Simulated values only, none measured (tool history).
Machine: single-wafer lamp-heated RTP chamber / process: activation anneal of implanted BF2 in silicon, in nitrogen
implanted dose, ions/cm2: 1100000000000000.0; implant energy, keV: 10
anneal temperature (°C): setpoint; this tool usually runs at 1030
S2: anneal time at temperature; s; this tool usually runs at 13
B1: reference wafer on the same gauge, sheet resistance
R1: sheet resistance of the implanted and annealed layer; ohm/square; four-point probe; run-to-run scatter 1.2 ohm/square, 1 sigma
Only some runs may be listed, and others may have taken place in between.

Run 1, day 0: usual settings; B1 231.84. Result: R1 208.33 ohm/square.
Run 2, day 1.608: usual settings; B1 231.96. Result: R1 205.58 ohm/square.
At day 3.004: pyrometer window cleaned and pyrometer calibrated.
Run 3, day 3.688: usual settings; B1 232.32. Result: R1 210.32 ohm/square.
Run 4, day 6.121: usual settings but anneal temperature (°C) 1010; B1 232.24. Result: R1 244.55 ohm/square.
At day 6.846: reflector plate cleaned.
Run 5, day 8.783: usual settings but anneal temperature (°C) 1010; B1 232.16. Result: R1 249.25 ohm/square.
Run 6, day 11.679: usual settings; B1 232.14. Result: R1 207.99 ohm/square.
Run 7, day 14.496: usual settings; B1 231.93. Result: R1 203.29 ohm/square.
Run 8, day 15.662: usual settings; B1 231.83. Result: R1 200.99 ohm/square.
At day 16.762: reflector plate cleaned.
Run 9, day 17.367: usual settings but anneal temperature (°C) 1054, S2 6 s; B1 231.95. Result: R1 201.78 ohm/square.
Run 10, day 20.004: usual settings but anneal temperature (°C) 1041, S2 16 s; B1 231.83. Result: R1 180.85 ohm/square.
Run 11, day 21.946: usual settings; B1 232.06. Result: R1 200.1 ohm/square.
At day 22.396: pyrometer window cleaned and pyrometer calibrated.
Run 12, day 23.638: usual settings but anneal temperature (°C) 1014, S2 8 s; B1 232.01. Result: R1 266.55 ohm/square.
At day 25.317: reflector plate cleaned.
At day 25.675: gauge calibrated.
Run 13, day 26.054: usual settings but anneal temperature (°C) 1050, S2 9 s; B1 231.65. Result: R1 194.25 ohm/square.
Run 14, day 27.571: usual settings; B1 231.54. Result: R1 207.31 ohm/square.
Run 15, day 29.712: usual settings but anneal temperature (°C) 1039; B1 231.73. Result: R1 191.25 ohm/square.
Run 16, day 32.483: usual settings but anneal temperature (°C) 1019, S2 16 s; B1 232.16. Result: R1 212.7 ohm/square.
Run 17, day 33.746: usual settings; B1 231.97. Result: R1 201.91 ohm/square.

For each run, what was the tool's unlogged condition?
gauge reads high (%): 0, the same for each run
H1: true wafer temperature minus pyrometer reading, K
H2: wafer temperature error from the tarnished reflector plate, K
run     H1     H2
  1   4.07  0.895
  2   4.59   1.36
  3  0.296   1.95
  4   1.08   2.65
  5   1.94  0.927
  6   2.87   1.76
  7   3.78   2.57
  8   4.15    2.9
  9    4.7  0.819
 10   5.55   1.58
 11   6.18   2.13
 12   1.27   2.62
 13   2.05  0.405
 14   2.53   0.84
 15   3.22   1.45
 16   4.12   2.25
 17   4.52   2.61
